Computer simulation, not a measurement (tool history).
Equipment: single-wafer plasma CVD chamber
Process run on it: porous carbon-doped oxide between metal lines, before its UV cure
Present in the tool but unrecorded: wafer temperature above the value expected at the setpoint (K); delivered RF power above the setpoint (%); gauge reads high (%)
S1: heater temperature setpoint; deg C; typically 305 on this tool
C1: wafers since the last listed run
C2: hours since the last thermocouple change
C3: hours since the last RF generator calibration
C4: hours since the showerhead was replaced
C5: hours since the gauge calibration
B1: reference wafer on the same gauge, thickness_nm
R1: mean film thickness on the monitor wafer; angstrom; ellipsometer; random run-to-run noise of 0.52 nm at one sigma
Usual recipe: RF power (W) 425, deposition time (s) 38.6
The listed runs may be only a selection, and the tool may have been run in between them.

Run 1, day 0: usual settings but deposition time (s) 36.5; C1 0; C2 624.8; C3 1618.3; C4 2836.3; C5 1195.6; B1 206.116. Result: R1 1730.18 angstrom.
Run 2, day 4.458: usual settings but deposition time (s) 36.5; C1 1905; C2 731.8; C3 1725.3; C4 2943.3; C5 1302.6; B1 206.027. Result: R1 1724.34 angstrom.
Run 3, day 6.888: usual settings but deposition time (s) 36.5; C1 1038; C2 790.1; C3 1783.6; C4 3001.6; C5 1360.9; B1 206.001. Result: R1 1729.03 angstrom.
Run 4, day 8.55: usual settings; C1 710; C2 830; C3 1823.5; C4 3041.5; C5 1400.8; B1 205.977. Result: R1 1819.23 angstrom.
Run 5, day 12.104: usual settings but deposition time (s) 43; C1 1519; C2 915.3; C3 1908.8; C4 3126.8; C5 1486.1; B1 206.053. Result: R1 2024.42 angstrom.
At day 15.783: thermocouple changed; heater temperature recalibrated.
Run 6, day 16.175: usual settings but deposition time (s) 43; C1 1597; C2 9.4; C3 2006.5; C4 3224.5; C5 1583.8; B1 205.933. Result: R1 2029.97 angstrom.
Run 7, day 18.45: usual settings; C1 972; C2 64; C3 2061.1; C4 3279.1; C5 1638.4; B1 205.988. Result: R1 1824.59 angstrom.
Run 8, day 20.167: usual settings; C1 733; C2 105.2; C3 2102.3; C4 3320.3; C5 1679.6; B1 206.11. Result: R1 1827.5 angstrom.
Run 9, day 21.696: usual settings; C1 653; C2 141.9; C3 2139; C4 3357; C5 1716.3; B1 205.999. Result: R1 1821.57 angstrom.
Run 10, day 23.258: usual settings; C1 667; C2 179.4; C3 2176.5; C4 3394.5; C5 1753.8; B1 205.984. Result: R1 1827.92 angstrom.
At day 26.292: RF generator calibrated.
Run 11, day 29.108: usual settings; C1 2357; C2 319.8; C3 67.6; C4 3534.9; C5 1894.2; B1 205.984. Result: R1 1820.56 angstrom.
Run 12, day 31.254: usual settings; C1 917; C2 371.3; C3 119.1; C4 3586.4; C5 1945.7; B1 205.915. Result: R1 1828.62 angstrom.
Run 13, day 34.933: usual settings but S1 310 deg C; C1 1572; C2 459.6; C3 207.4; C4 3674.7; C5 2034; B1 206.075. Result: R1 1769.37 angstrom.
Run 14, day 36.838: usual settings but S1 310 deg C; C1 813; C2 505.3; C3 253.1; C4 3720.4; C5 2079.7; B1 206.031. Result: R1 1771.3 angstrom.
Run 15, day 41.338: usual settings but S1 310 deg C; C1 1923; C2 613.3; C3 361.1; C4 3828.4; C5 2187.7; B1 206.055. Result: R1 1766.49 angstrom.
At day 41.667: gauge calibrated.
Run 16, day 43.279: usual settings; C1 829; C2 659.9; C3 407.7; C4 3875; C5 38.7; B1 205.92. Result: R1 1823.51 angstrom.
Run 17, day 47.225: usual settings; C1 1686; C2 754.6; C3 502.4; C4 3969.7; C5 133.4; B1 206.043. Result: R1 1811.41 angstrom.
At day 50.988: thermocouple changed; heater temperature recalibrated.
Run 18, day 51.008: usual settings but deposition time (s) 41.6; C1 1474; C2 0.5; C3 593.2; C4 4060.5; C5 224.2; B1 206.044. Result: R1 1954.65 angstrom.
Run 19, day 53.717: usual settings but deposition time (s) 31.5; C1 1157; C2 65.5; C3 658.2; C4 4125.5; C5 289.2; B1 206.013. Result: R1 1498.66 angstrom.
At day 56.604: showerhead replaced.
Run 20, day 56.625: usual settings but S1 318 deg C, RF power (W) 340, deposition time (s) 44.9; C1 1100; C2 135.3; C3 728; C4 0.5; C5 359; B1 205.939. Result: R1 1697.74 angstrom.
Run 21, day 58.208: usual settings; C1 676; C2 173.3; C3 766; C4 38.5; C5 397; B1 205.921. Result: R1 1826.11 angstrom.
Run 22, day 64.138: usual settings but S1 315 deg C, deposition time (s) 43.3; C1 2534; C2 315.6; C3 908.3; C4 180.8; C5 539.3; B1 206.01. Result: R1 1925.25 angstrom.
Run 23, day 65.729: usual settings but S1 311 deg C, RF power (W) 495, deposition time (s) 34.8; C1 680; C2 353.8; C3 946.5; C4 219; C5 577.5; B1 205.914. Result: R1 1748.51 angstrom.
Run 24, day 67.367: usual settings but deposition time (s) 44.9; C1 699; C2 393.1; C3 985.8; C4 258.3; C5 616.8; B1 205.977. Result: R1 2108.04 angstrom.
Run 25, day 69.088: usual settings but S1 312 deg C, RF power (W) 390, deposition time (s) 44.5; C1 735; C2 434.4; C3 1027.1; C4 299.6; C5 658.1; B1 206.013. Result: R1 1905.71 angstrom.
Run 26, day 70.754: usual settings; C1 712; C2 474.4; C3 1067.1; C4 339.6; C5 698.1; B1 206.022. Result: R1 1813.37 angstrom.
Run 27, day 72.808: usual settings but S1 310 deg C, RF power (W) 355, deposition time (s) 45.5; C1 877; C2 523.7; C3 1116.4; C4 388.9; C5 747.4; B1 206.006. Result: R1 1849.57 angstrom.
Run 28, day 76.371: usual settings but S1 295 deg C; C1 1522; C2 609.2; C3 1201.9; C4 474.4; C5 832.9; B1 206.043. Result: R1 1940.25 angstrom.
Run 29, day 79.4: usual settings but S1 310 deg C, RF power (W) 345; C1 1294; C2 681.9; C3 1274.6; C4 547.1; C5 905.6; B1 206.063. Result: R1 1548.75 angstrom.
Run 30, day 83.792: usual settings; C1 1877; C2 787.3; C3 1380; C4 652.5; C5 1011; B1 206.016. Result: R1 1823.29 angstrom.

Take each entry between the runs: how does the hidden state at the last listed run before it differ from the hidden state at the first listed run after it?
Between runs 5 and 6: thermocouple changed; heater temperature recalibrated (day 15.783)
  no difference in the tool's unlogged condition between these two runs
Between runs 10 and 11: RF generator calibrated (day 26.292)
  no difference in the tool's unlogged condition between these two runs
Between runs 15 and 16: gauge calibrated (day 41.667)
  no difference in the tool's unlogged condition between these two runs
Between runs 17 and 18: thermocouple changed; heater temperature recalibrated (day 50.988)
  no difference in the tool's unlogged condition between these two runs
Between runs 19 and 20: showerhead replaced (day 56.604)
  no difference in the tool's unlogged condition between these two runs
